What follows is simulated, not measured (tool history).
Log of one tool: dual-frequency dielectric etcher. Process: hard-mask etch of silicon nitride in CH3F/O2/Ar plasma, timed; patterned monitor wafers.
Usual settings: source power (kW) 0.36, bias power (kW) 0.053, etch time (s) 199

run     day  source power (kW)  bias power (kW)  etch time (s)  wafers since the last listed run  hours since the last wet clean  hours since the last source power generator calibration  hours since the last bias power generator calibration  hours since the last upper electrode change  hours since the gauge calibration  read-back reference wafer on the same gauge, depth_nm  mean etch depth across the wafer (angstrom)
  1       0               0.31            0.053            199                                 0                             513                                                   3764.1                                                 1344.5                                       5730.7                               73.5                                                    120                                         1093
  2   0.642               0.31            0.053            199                               119                           528.4                                                   3779.5                                                 1359.9                                       5746.1                               88.9                                                  120.2                                         1090
  3   1.371                0.3            0.053            199                               135                           545.9                                                     3797                                                 1377.4                                       5763.6                              106.4                                                    120                                         1081
  4   1.654                0.3            0.053            199                                52                           552.7                                                   3803.8                                                 1384.2                                       5770.4                              113.2                                                  119.9                                         1081
  5   2.279                0.3            0.053            199                               116                           567.7                                                   3818.8                                                 1399.2                                       5785.4                              128.2                                                  119.9                                         1080
  6   2.925               0.36            0.048            199                               120                           583.2                                                   3834.3                                                 1414.7                                       5800.9                              143.7                                                    120                                         1114
  7   3.529               0.36            0.048            199                               112                           597.7                                                   3848.8                                                 1429.2                                       5815.4                              158.2                                                    120                                         1118
      4.804  -- source power generator calibrated
      4.938  -- wet clean of the chamber
  8   4.958               0.36            0.048            199                               210                             0.5                                                      3.7                                                 1463.5                                       5849.7                              192.5                                                  120.1                                         1087
  9   4.971               0.36            0.053            199                                 2                             0.8                                                        4                                                 1463.8                                         5850                              192.8                                                    120                                         1108
 10   4.988               0.44            0.062          176.5                                 3                             1.2                                                      4.4                                                 1464.2                                       5850.4                              193.2                                                    120                                         1080
 11   5.392               0.36            0.053            199                                75                            10.9                                                     14.1                                                 1473.9                                       5860.1                              202.9                                                  120.1                                         1109
 12   6.075               0.36            0.053            199                               127                            27.3                                                     30.5                                                 1490.3                                       5876.5                              219.3                                                  120.2                                         1118
      6.412  -- bias power generator calibrated
 13     6.5               0.44            0.061          161.5                                48                            37.5                                                     40.7                                                    2.1                                       5886.7                              229.5                                                  120.1                                          979
 14   6.929               0.32            0.057          231.5                                80                            47.8                                                       51                                                   12.4                                         5897                              239.8                                                    120                                         1273
      7.692  -- gauge calibrated
      8.171  -- upper electrode replaced
 15   8.192               0.36            0.053            199                                48                            78.1                                                     81.3                                                   42.7                                          0.5                                 12                                                  120.1                                         1117
 16   8.208               0.32            0.042            199                                 3                            78.5                                                     81.7                                                   43.1                                          0.9                               12.4                                                    120                                         1021
 17   8.383               0.36            0.041            199                                32                            82.7                                                     85.9                                                   47.3                                          5.1                               16.6                                                    120                                         1054
 18    8.65               0.31            0.057            182                                49                            89.1                                                     92.3                                                   53.7                                         11.5                                 23                                                  120.1                                          995
 19   9.071               0.36            0.053            199                                78                            99.2                                                    102.4                                                   63.8                                         21.6                               33.1                                                  120.2                                         1115
 20   9.729               0.36            0.053            199                               122                             115                                                    118.2                                                   79.6                                         37.4                               48.9                                                  120.1                                         1110
 21  10.096               0.36            0.053            199                                68                           123.8                                                      127                                                   88.4                                         46.2                               57.7                                                  120.1                                         1112
 22  10.379               0.36             0.06          238.5                                52                           130.6                                                    133.8                                                   95.2                                           53                               64.5                                                  120.2                                         1374
 23  10.775                0.4            0.053            199                                73                           140.1                                                    143.3                                                  104.7                                         62.5                                 74                                                  119.8                                         1141
 24  11.117               0.39            0.046            235                                63                           148.3                                                    151.5                                                  112.9                                         70.7                               82.2                                                    120                                         1298
 25  11.438               0.36            0.053            199                                59                             156                                                    159.2                                                  120.6                                         78.4                               89.9                                                  120.1                                         1124
 26  11.729               0.43            0.047            217                                54                             163                                                    166.2                                                  127.6                                         85.4                               96.9                                                  119.9                                         1241
 27  12.288               0.28            0.053            199                               104                           176.4                                                    179.6                                                    141                                         98.8                              110.3                                                  119.9                                         1048
 28  13.358               0.36            0.053            199                               199                           202.1                                                    205.3                                                  166.7                                        124.5                                136                                                    120                                         1121
 29  13.788               0.41            0.047            199                                80                           212.4                                                    215.6                                                    177                                        134.8                              146.3                                                    120                                         1129

5 ways to go on from here, each from the tool as it stands after run 29. What would each give?
  A  13.808               0.36            0.053            199                                 3                           212.9                                                    216.1                                                  177.5                                        135.3                              146.8                                                      ?                                            ?
  B  13.808               0.28            0.043            159                                 3                           212.9                                                    216.1                                                  177.5                                        135.3                              146.8                                                      ?                                            ?
  C  13.808               0.36            0.047          226.5                                 3                           212.9                                                    216.1                                                  177.5                                        135.3                              146.8                                                      ?                                            ?
  D  13.808               0.43             0.04            228                                 3                           212.9                                                    216.1                                                  177.5                                        135.3                              146.8                                                      ?                                            ?
  E  13.808               0.36            0.064            199                                 3                           212.9                                                    216.1                                                  177.5                                        135.3                              146.8                                                      ?                                            ?

run  read-back reference wafer on the same gauge, depth_nm  mean etch depth across the wafer (angstrom)
  A                                                  120.1                                         1117
  B                                                  120.1                                          799
  C                                                  120.1                                         1237
  D                                                  120.1                                         1263
  E                                                  120.1                                         1170
Without the tool's hidden state the same runs would have given:
run  mean etch depth across the wafer (angstrom)
  A                                         1105
  B                                          790
  C                                         1224
  D                                         1249
  E                                         1158
